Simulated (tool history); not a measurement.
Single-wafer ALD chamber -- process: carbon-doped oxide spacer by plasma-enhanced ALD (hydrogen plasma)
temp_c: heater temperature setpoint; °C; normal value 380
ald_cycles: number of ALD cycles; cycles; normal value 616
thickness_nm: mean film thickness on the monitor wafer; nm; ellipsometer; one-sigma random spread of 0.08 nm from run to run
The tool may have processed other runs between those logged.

run   hour  temp_c  ald_cycles  wafers since the last listed run  hours since the last thermocouple change  hours since the gauge calibration  read-back reference wafer on the same gauge, thickness_nm  thickness_nm
  1    0.0     380         522                                 0                                     870.8                              376.3                                                     35.700        27.581
  2   14.2     380         522                                11                                     885.0                              390.5                                                     35.734        27.667
  3   21.6     380         522                                 5                                     892.4                              397.9                                                     35.744        27.607
  4   32.6     380         616                                 8                                     903.4                              408.9                                                     35.768        32.564
  5   40.3     380         616                                 6                                     911.1                              416.6                                                     35.803        32.520
  6   90.1     380         616                                40                                     960.9                              466.4                                                     35.922        32.775
  7  107.7     380         616                                14                                     978.5                              484.0                                                     35.955        32.896
  8  122.7     380         616                                12                                     993.5                              499.0                                                     36.006        32.893
  9  131.4     380         616                                 7                                    1002.2                              507.7                                                     36.014        32.985
 10  141.4     380         616                                 8                                    1012.2                              517.7                                                     36.055        32.926
 11  158.0     380         616                                13                                    1028.8                              534.3                                                     36.081        33.003
 12  166.1     385         590                                 6                                    1036.9                              542.4                                                     36.139        31.547
 13  183.3     385         590                                13                                    1054.1                              559.6                                                     36.178        31.607
     196.9  -- gauge calibrated
 14  199.9     380         649                                13                                    1070.7                                3.0                                                     35.097        33.818
 15  229.3     380         649                                23                                    1100.1                               32.4                                                     35.120        33.797
 16  237.3     380         654                                 6                                    1108.1                               40.4                                                     35.125        34.001
 17  252.2     380         654                                12                                    1123.0                               55.3                                                     35.119        34.126
     273.5  -- thermocouple changed; heater temperature recalibrated
 18  274.0     380         654                                11                                       0.5                               77.1                                                     35.122        34.120
 19  284.3     380         616                                 8                                      10.8                               87.4                                                     35.105        32.071
 20  299.3     385         676                                12                                      25.8                              102.4                                                     35.130        35.174
 21  307.3     373         665                                 6                                      33.8                              110.4                                                     35.153        34.683
 22  317.5     368         702                                 8                                      44.0                              120.6                                                     35.145        36.357
 23  325.7     380         547                                 6                                      52.2                              128.8                                                     35.161        28.667
 24  332.6     380         720                                 5                                      59.1                              135.7                                                     35.140        37.358
 25  345.9     370         516                                10                                      72.4                              149.0                                                     35.202        26.836
 26  356.7     394         739                                 8                                      83.2                              159.8                                                     35.178        38.413
 27  366.5     393         670                                 7                                      93.0                              169.6                                                     35.190        34.900
 28  379.5     365         723                                10                                     106.0                              182.6                                                     35.199        37.796
 29  394.7     380         616                                12                                     121.2                              197.8                                                     35.220        32.172
 30  409.5     387         678                                11                                     136.0                              212.6                                                     35.222        35.425
 31  422.2     389         528                                10                                     148.7                              225.3                                                     35.270        27.554
 32  454.3     387         510                                25                                     180.8                              257.4                                                     35.301        26.722
 33  461.4     380         497                                 5                                     187.9                              264.5                                                     35.286        26.009
 34  478.6     380         616                                13                                     205.1                              281.7                                                     35.319        32.261
 35  494.3     367         559                                12                                     220.8                              297.4                                                     35.377        29.258
 36  540.1     367         507                                36                                     266.6                              343.2                                                     35.441        26.688
 37  556.4     380         616                                13                                     282.9                              359.5                                                     35.460        32.356
 38  564.8     380         559                                 6                                     291.3                              367.9                                                     35.502        29.353

What if the next run were any one of these 4? Each begins from the tool's condition after run 38:
  A  566.1     380         616                                 1                                     292.6                              369.2                                                          ?             ?
  B  566.1     384         546                                 1                                     292.6                              369.2                                                          ?             ?
  C  566.1     380         572                                 1                                     292.6                              369.2                                                          ?             ?
  D  566.1     387         579                                 1                                     292.6                              369.2                                                          ?             ?

run  read-back reference wafer on the same gauge, thickness_nm  thickness_nm
  A                                                     35.486        32.561
  B                                                     35.486        28.861
  C                                                     35.486        30.235
  D                                                     35.486        30.605
Take away the tool's hidden state, keep each run's random variation, and the runs would have read:
run  thickness_nm
  A        32.294
  B        28.624
  C        29.987
  D        30.354
